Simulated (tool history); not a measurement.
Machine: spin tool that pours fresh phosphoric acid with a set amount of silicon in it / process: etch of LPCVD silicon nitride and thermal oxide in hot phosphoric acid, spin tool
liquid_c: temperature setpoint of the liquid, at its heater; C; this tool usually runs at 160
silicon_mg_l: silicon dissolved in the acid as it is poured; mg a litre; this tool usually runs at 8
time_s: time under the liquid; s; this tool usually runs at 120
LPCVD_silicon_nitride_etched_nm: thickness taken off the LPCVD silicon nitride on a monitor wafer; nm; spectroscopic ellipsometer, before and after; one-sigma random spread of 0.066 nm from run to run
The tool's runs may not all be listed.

run	hour	liquid_c	silicon_mg_l	time_s	wafers since the last listed run	hours since the thermometer was replaced	hours since the dissolved silicon flow meter was replaced	hours since the heated supply line was repaired	hours since the gauge calibration	read-back film thickness of the LPCVD silicon nitride reference wafer, read on the same gauge (nm)	LPCVD_silicon_nitride_etched_nm
1	0	160	8	120	0	2335.9	984.7	776.9	174	50.02	9.91
2	18.5	160	8	120	171	2354.4	1003.2	795.4	192.5	50	9.81
3	47.8	160	8	120	272	2383.7	1032.5	824.7	221.8	50.02	9.77
# hour 56.7: gauge calibrated
4	70.6	160	8	120	211	2406.5	1055.3	847.5	13.9	50	9.87
5	83.8	160	8	120	122	2419.7	1068.5	860.7	27.1	50.03	9.84
6	118.9	160	8	120	326	2454.8	1103.6	895.8	62.2	50.01	9.74
7	148.2	160	10.5	85	272	2484.1	1132.9	925.1	91.5	49.99	6.87
8	161	160	10.5	85	118	2496.9	1145.7	937.9	104.3	49.99	6.84
9	180.3	160	8	120	179	2516.2	1165	957.2	123.6	49.99	9.65
# hour 202.8: heated supply line repaired
10	212.5	160	2.5	175	289	2548.4	1197.2	9.7	155.8	49.98	16.42
# hour 242.1: thermometer replaced
11	245.5	158.5	11	140	297	3.4	1230.2	42.7	188.8	49.97	12.34
12	270.8	160	14	100	234	28.7	1255.5	68	214.1	49.94	9.34
13	288.1	160	6.5	120	160	46	1272.8	85.3	231.4	50.04	11.32
14	310.2	161	3	95	205	68.1	1294.9	107.4	253.5	50.03	9.05
# hour 317.3: dissolved silicon flow meter replaced
# hour 330.8: gauge calibrated
15	338.8	160	8	120	256	96.7	21.5	136	8	50.01	11.06
16	374.1	160	8	120	327	132	56.8	171.3	43.3	50.02	11.02
17	394.8	163	8	60	192	152.7	77.5	192	64	50.01	6.06
18	431.2	161.5	4.5	55	338	189.1	113.9	228.4	100.4	49.98	5.23
19	457.2	160	8	120	241	215.1	139.9	254.4	126.4	49.99	10.88

Branching from run 19: 4 alternative next runs. What would each branch give?
A	457.6	159	8	120	3	215.5	140.3	254.8	126.8	?	?
B	457.6	158.5	3.5	180	3	215.5	140.3	254.8	126.8	?	?
C	457.6	158.5	5	140	3	215.5	140.3	254.8	126.8	?	?
D	457.6	157	8	120	3	215.5	140.3	254.8	126.8	?	?

run	read-back film thickness of the LPCVD silicon nitride reference wafer, read on the same gauge (nm)	LPCVD_silicon_nitride_etched_nm
A	50	10.51
B	50	15.5
C	50	12.06
D	50	9.82
Stripped of hidden state, with their random variation kept, the same runs would have yielded:
run	LPCVD_silicon_nitride_etched_nm
A	10.98
B	16.19
C	12.59
D	10.26
